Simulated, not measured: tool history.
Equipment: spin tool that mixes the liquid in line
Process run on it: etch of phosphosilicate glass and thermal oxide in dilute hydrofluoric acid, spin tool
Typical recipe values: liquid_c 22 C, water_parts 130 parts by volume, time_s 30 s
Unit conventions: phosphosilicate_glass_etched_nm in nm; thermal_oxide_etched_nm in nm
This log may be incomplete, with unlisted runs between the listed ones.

run,hour,liquid_c,water_parts,time_s,wafers since the last listed run,hours since the thermometer was replaced,hours since the hydrofluoric acid flow meter was replaced,hours since the gauge calibration,"read-back film thickness of the phosphosilicate glass reference wafer, read on the same gauge (nm)","read-back film thickness of the thermal oxide reference wafer, read on the same gauge (nm)",phosphosilicate_glass_etched_nm,thermal_oxide_etched_nm
1,0,22,130,30,0,2485.2,768.7,1354.6,70,110.016,19.04,0.848
2,56.6,22,130,30,604,2541.8,825.3,1411.2,69.97,109.966,19.5,0.809
3,90.2,22,130,30,358,2575.4,858.9,1444.8,70.03,109.966,19.14,0.807
# hour 151.4: thermometer replaced
4,158.5,22,130,30,718,7.1,927.2,1513.1,70.01,110.038,20.83,0.893
5,223.3,22,130,30,691,71.9,992,1577.9,70,109.988,21.18,0.905
6,391.1,22,130,30,1791,239.7,1159.8,1745.7,69.99,109.982,20.82,0.867
7,432,22,130,30,436,280.6,1200.7,1786.6,69.98,110.024,20.92,0.858
8,471.5,22,130,45,421,320.1,1240.2,1826.1,69.99,110.041,31.22,1.317
# hour 551: hydrofluoric acid flow meter replaced
9,603.8,22,185,45,1401,452.4,52.8,1958.4,69.99,109.98,20.58,0.835
10,662.8,22,130,30,629,511.4,111.8,2017.4,70,110.014,20.61,0.892
11,687.6,19.5,130,15,264,536.2,136.6,2042.2,69.98,110.029,9.38,0.411
12,724.4,23.5,85,50,392,573,173.4,2079,69.96,110.001,59.1,2.629
13,786.7,22,130,30,664,635.3,235.7,2141.3,69.99,109.956,20.61,0.859
# hour 855.8: gauge calibrated
14,935.7,22,130,30,1590,784.3,384.7,79.9,69.99,109.986,20.54,0.856
15,960,22,130,25,259,808.6,409,104.2,69.97,110.022,17.05,0.76
16,1019,26,175,45,629,867.6,468,163.2,70,109.986,25.15,1.088
17,1078.6,20.5,130,30,636,927.2,527.6,222.8,70.03,109.982,19.05,0.814

What will run 18 give?
18,1107,22,110,20,303,955.6,556,251.2,?,?,?,?

{"run 18": {"read-back film thickness of the phosphosilicate glass reference wafer, read on the same gauge (nm)": 69.99, "read-back film thickness of the thermal oxide reference wafer, read on the same gauge (nm)": 110.036, "phosphosilicate_glass_etched_nm": 16.46, "thermal_oxide_etched_nm": 0.689}}
Minus the tool's unlogged condition, the same run would have read phosphosilicate_glass_etched_nm 17.08 nm, thermal_oxide_etched_nm 0.715 nm.

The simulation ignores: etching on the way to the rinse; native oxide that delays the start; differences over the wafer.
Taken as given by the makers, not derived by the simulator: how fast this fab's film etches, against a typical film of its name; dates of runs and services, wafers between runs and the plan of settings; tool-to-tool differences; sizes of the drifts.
